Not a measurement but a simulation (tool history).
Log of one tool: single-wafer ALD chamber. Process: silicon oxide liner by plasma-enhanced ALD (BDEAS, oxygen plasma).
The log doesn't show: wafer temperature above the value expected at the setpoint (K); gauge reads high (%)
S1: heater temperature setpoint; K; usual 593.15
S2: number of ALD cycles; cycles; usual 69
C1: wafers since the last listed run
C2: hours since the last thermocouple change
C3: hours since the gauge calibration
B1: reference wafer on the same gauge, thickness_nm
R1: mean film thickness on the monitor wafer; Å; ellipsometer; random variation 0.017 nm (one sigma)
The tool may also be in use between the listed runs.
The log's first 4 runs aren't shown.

run	hour	S1	S2	C1	C2	C3	B1	R1
5	183.2	583.15	69	351	1658.6	1206.4	5.063	63.19
6	352.8	583.15	69	1181	1828.2	1376.0	5.071	63.63
7	384.5	583.15	69	220	1859.9	1407.7	5.070	63.20
8	431.7	593.15	65	328	1907.1	1454.9	5.076	58.92
9	464.8	593.15	65	230	1940.2	1488.0	5.075	59.13
10	490.9	593.15	69	181	1966.3	1514.1	5.082	62.53
11	533.1	593.15	69	294	2008.5	1556.3	5.079	62.40
12	568.1	588.15	69	243	2043.5	1591.3	5.082	63.40
13	638.8	588.15	69	492	2114.2	1662.0	5.083	63.22
14	668.9	588.15	69	209	2144.3	1692.1	5.090	62.92
15	723.3	593.15	60	379	2198.7	1746.5	5.088	54.81
16	755.6	593.15	69	225	2231.0	1778.8	5.096	63.10
17	825.9	603.15	69	489	2301.3	1849.1	5.099	61.99
18	865.9	603.15	69	278	2341.3	1889.1	5.103	62.12
19	923.8	603.15	69	403	2399.2	1947.0	5.106	62.27
20	1083.0	593.15	69	1109	2558.4	2106.2	5.115	62.89
21	1130.3	601.15	61	329	2605.7	2153.5	5.119	55.27
# hour 1132.2: gauge calibrated
# hour 1229.4: thermocouple changed; heater temperature recalibrated
22	1229.8	585.15	62	637	0.4	97.6	5.005	56.14
23	1267.0	593.15	69	259	37.6	134.8	5.007	61.93

Forecast run 24:
24	1455.0	604.15	63	1310	225.6	322.8	?	?

{"run 24": {"B1": 5.008, "R1": 55.72}}
Without the tool's hidden state the same run would have given R1 56.08 Å.

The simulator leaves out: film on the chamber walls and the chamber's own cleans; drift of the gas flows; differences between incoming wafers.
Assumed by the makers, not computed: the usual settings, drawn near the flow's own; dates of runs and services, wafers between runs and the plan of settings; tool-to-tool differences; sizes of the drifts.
